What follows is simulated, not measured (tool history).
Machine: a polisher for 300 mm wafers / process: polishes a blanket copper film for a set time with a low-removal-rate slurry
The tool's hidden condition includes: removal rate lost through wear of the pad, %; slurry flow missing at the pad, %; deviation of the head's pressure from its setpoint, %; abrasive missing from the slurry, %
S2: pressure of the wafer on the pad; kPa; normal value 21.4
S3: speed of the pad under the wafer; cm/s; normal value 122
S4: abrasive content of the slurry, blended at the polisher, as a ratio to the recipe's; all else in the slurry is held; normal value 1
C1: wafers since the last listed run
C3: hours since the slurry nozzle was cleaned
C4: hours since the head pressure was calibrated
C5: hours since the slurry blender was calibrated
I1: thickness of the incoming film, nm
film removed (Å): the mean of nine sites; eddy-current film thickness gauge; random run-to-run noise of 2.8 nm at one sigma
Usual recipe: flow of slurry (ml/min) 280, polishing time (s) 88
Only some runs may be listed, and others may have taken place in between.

{"run": 1, "hour": 0.0, "flow of slurry (ml/min)": 280, "S2": 21.4, "S3": 122, "S4": 1, "polishing time (s)": 88, "C1": 0, "wafers polished on this pad": 309, "C3": 652, "C4": 344.8, "C5": 120.3, "I1": 1396, "film removed (Å)": 3301}
{"hour": 31.4, "done": "worn pad replaced by a new one"}
{"run": 2, "hour": 43.3, "flow of slurry (ml/min)": 280, "S2": 21.4, "S3": 122, "S4": 1, "polishing time (s)": 88, "C1": 362, "wafers polished on this pad": 109, "C3": 695.3, "C4": 388.1, "C5": 163.6, "I1": 1404.6, "film removed (Å)": 3262}
{"run": 3, "hour": 64.4, "flow of slurry (ml/min)": 280, "S2": 21.4, "S3": 122, "S4": 1, "polishing time (s)": 88, "C1": 194, "wafers polished on this pad": 303, "C3": 716.4, "C4": 409.2, "C5": 184.7, "I1": 1383.3, "film removed (Å)": 3284}
{"run": 4, "hour": 76.8, "flow of slurry (ml/min)": 280, "S2": 21.4, "S3": 122, "S4": 1, "polishing time (s)": 88, "C1": 114, "wafers polished on this pad": 417, "C3": 728.8, "C4": 421.6, "C5": 197.1, "I1": 1408.2, "film removed (Å)": 3299}
{"run": 5, "hour": 83.2, "flow of slurry (ml/min)": 335, "S2": 21.4, "S3": 122, "S4": 1, "polishing time (s)": 88, "C1": 58, "wafers polished on this pad": 476, "C3": 735.2, "C4": 428, "C5": 203.5, "I1": 1413.1, "film removed (Å)": 3370}
{"run": 6, "hour": 91.0, "flow of slurry (ml/min)": 335, "S2": 21.4, "S3": 122, "S4": 1, "polishing time (s)": 88, "C1": 71, "wafers polished on this pad": 548, "C3": 743, "C4": 435.8, "C5": 211.3, "I1": 1400.6, "film removed (Å)": 3351}
{"hour": 97.4, "done": "worn pad replaced by a new one"}
{"run": 7, "hour": 104.3, "flow of slurry (ml/min)": 335, "S2": 21.4, "S3": 122, "S4": 1, "polishing time (s)": 88, "C1": 85, "wafers polished on this pad": 63, "C3": 756.3, "C4": 449.1, "C5": 224.6, "I1": 1383.2, "film removed (Å)": 3383}
{"run": 8, "hour": 113.0, "flow of slurry (ml/min)": 280, "S2": 21.4, "S3": 122, "S4": 1, "polishing time (s)": 88, "C1": 80, "wafers polished on this pad": 144, "C3": 765, "C4": 457.8, "C5": 233.3, "I1": 1399, "film removed (Å)": 3302}
{"hour": 117.1, "done": "slurry nozzle cleaned"}
{"run": 9, "hour": 122.2, "flow of slurry (ml/min)": 280, "S2": 21.4, "S3": 122, "S4": 1, "polishing time (s)": 88, "C1": 75, "wafers polished on this pad": 219, "C3": 5.1, "C4": 467, "C5": 242.5, "I1": 1398.5, "film removed (Å)": 3160}
{"hour": 125.6, "done": "head pressure recalibrated"}
{"run": 10, "hour": 135.2, "flow of slurry (ml/min)": 280, "S2": 21.4, "S3": 122, "S4": 1, "polishing time (s)": 88, "C1": 101, "wafers polished on this pad": 320, "C3": 18.1, "C4": 9.6, "C5": 255.5, "I1": 1386.1, "film removed (Å)": 3154}
{"run": 11, "hour": 146.4, "flow of slurry (ml/min)": 280, "S2": 21.4, "S3": 122, "S4": 1, "polishing time (s)": 88, "C1": 103, "wafers polished on this pad": 424, "C3": 29.3, "C4": 20.8, "C5": 266.7, "I1": 1416.9, "film removed (Å)": 3069}
{"hour": 155.6, "done": "worn pad replaced by a new one"}
{"run": 12, "hour": 158.3, "flow of slurry (ml/min)": 280, "S2": 21.4, "S3": 106, "S4": 1.15, "polishing time (s)": 88, "C1": 72, "wafers polished on this pad": 24, "C3": 41.2, "C4": 32.7, "C5": 278.6, "I1": 1404.3, "film removed (Å)": 2862}
{"run": 13, "hour": 171.7, "flow of slurry (ml/min)": 280, "S2": 16.5, "S3": 122, "S4": 0.7, "polishing time (s)": 88, "C1": 123, "wafers polished on this pad": 148, "C3": 54.6, "C4": 46.1, "C5": 292, "I1": 1390.2, "film removed (Å)": 2061}
{"run": 14, "hour": 178.0, "flow of slurry (ml/min)": 280, "S2": 28.3, "S3": 122, "S4": 1, "polishing time (s)": 88, "C1": 58, "wafers polished on this pad": 206, "C3": 60.9, "C4": 52.4, "C5": 298.3, "I1": 1392.1, "film removed (Å)": 4044}
{"hour": 181.2, "done": "slurry nozzle cleaned, repeated, since the last time left the tool worse"}
{"run": 15, "hour": 190.8, "flow of slurry (ml/min)": 280, "S2": 21.4, "S3": 122, "S4": 1, "polishing time (s)": 88, "C1": 108, "wafers polished on this pad": 314, "C3": 9.6, "C4": 65.2, "C5": 311.1, "I1": 1408.7, "film removed (Å)": 3444}
{"hour": 201.7, "done": "slurry blender recalibrated"}
{"hour": 222.9, "done": "worn pad replaced by a new one"}
{"run": 16, "hour": 243.5, "flow of slurry (ml/min)": 280, "S2": 21.4, "S3": 122, "S4": 1, "polishing time (s)": 88, "C1": 430, "wafers polished on this pad": 189, "C3": 62.3, "C4": 117.9, "C5": 41.8, "I1": 1374.3, "film removed (Å)": 3452}
{"run": 17, "hour": 251.5, "flow of slurry (ml/min)": 280, "S2": 21.4, "S3": 122, "S4": 1, "polishing time (s)": 97, "C1": 73, "wafers polished on this pad": 263, "C3": 70.3, "C4": 125.9, "C5": 49.8, "I1": 1406.5, "film removed (Å)": 3749}
{"run": 18, "hour": 257.9, "flow of slurry (ml/min)": 190, "S2": 21.4, "S3": 150, "S4": 1, "polishing time (s)": 88, "C1": 58, "wafers polished on this pad": 322, "C3": 76.7, "C4": 132.3, "C5": 56.2, "I1": 1384.5, "film removed (Å)": 3997}
{"run": 19, "hour": 275.3, "flow of slurry (ml/min)": 195, "S2": 15.2, "S3": 122, "S4": 1, "polishing time (s)": 88, "C1": 160, "wafers polished on this pad": 482, "C3": 94.1, "C4": 149.7, "C5": 73.6, "I1": 1398.8, "film removed (Å)": 2321}
{"hour": 284.0, "done": "worn pad replaced by a new one"}
{"run": 20, "hour": 289.1, "flow of slurry (ml/min)": 230, "S2": 21.4, "S3": 148, "S4": 1, "polishing time (s)": 72, "C1": 90, "wafers polished on this pad": 47, "C3": 107.9, "C4": 163.5, "C5": 87.4, "I1": 1403.5, "film removed (Å)": 3314}
{"run": 21, "hour": 303.0, "flow of slurry (ml/min)": 280, "S2": 21.4, "S3": 122, "S4": 1, "polishing time (s)": 88, "C1": 128, "wafers polished on this pad": 175, "C3": 121.8, "C4": 177.4, "C5": 101.3, "I1": 1398.9, "film removed (Å)": 3382}
{"run": 22, "hour": 316.4, "flow of slurry (ml/min)": 280, "S2": 21.4, "S3": 122, "S4": 1, "polishing time (s)": 88, "C1": 123, "wafers polished on this pad": 298, "C3": 135.2, "C4": 190.8, "C5": 114.7, "I1": 1380, "film removed (Å)": 3361}

Here are 4 independent what-if runs from the current tool condition. What would each one return?
{"run": "A", "hour": 316.8, "flow of slurry (ml/min)": 280, "S2": 16.5, "S3": 122, "S4": 1, "polishing time (s)": 88, "C1": 3, "wafers polished on this pad": 302, "C3": 135.6, "C4": 191.2, "C5": 115.1, "I1": 1416.5, "film removed (Å)": "?"}
{"run": "B", "hour": 316.8, "flow of slurry (ml/min)": 280, "S2": 21.4, "S3": 150, "S4": 1, "polishing time (s)": 88, "C1": 3, "wafers polished on this pad": 302, "C3": 135.6, "C4": 191.2, "C5": 115.1, "I1": 1416.5, "film removed (Å)": "?"}
{"run": "C", "hour": 316.8, "flow of slurry (ml/min)": 215, "S2": 21.4, "S3": 122, "S4": 0.9, "polishing time (s)": 104, "C1": 3, "wafers polished on this pad": 302, "C3": 135.6, "C4": 191.2, "C5": 115.1, "I1": 1416.5, "film removed (Å)": "?"}
{"run": "D", "hour": 316.8, "flow of slurry (ml/min)": 320, "S2": 23.4, "S3": 138, "S4": 1, "polishing time (s)": 72, "C1": 3, "wafers polished on this pad": 302, "C3": 135.6, "C4": 191.2, "C5": 115.1, "I1": 1416.5, "film removed (Å)": "?"}

run=A film_removed_(Å)=2659
run=B film_removed_(Å)=4188
run=C film_removed_(Å)=3735
run=D film_removed_(Å)=3499
Had the tool no hidden state, the same runs would have come out as:
run=A film_removed_(Å)=2699
run=B film_removed_(Å)=4251
run=C film_removed_(Å)=3808
run=D film_removed_(Å)=3545

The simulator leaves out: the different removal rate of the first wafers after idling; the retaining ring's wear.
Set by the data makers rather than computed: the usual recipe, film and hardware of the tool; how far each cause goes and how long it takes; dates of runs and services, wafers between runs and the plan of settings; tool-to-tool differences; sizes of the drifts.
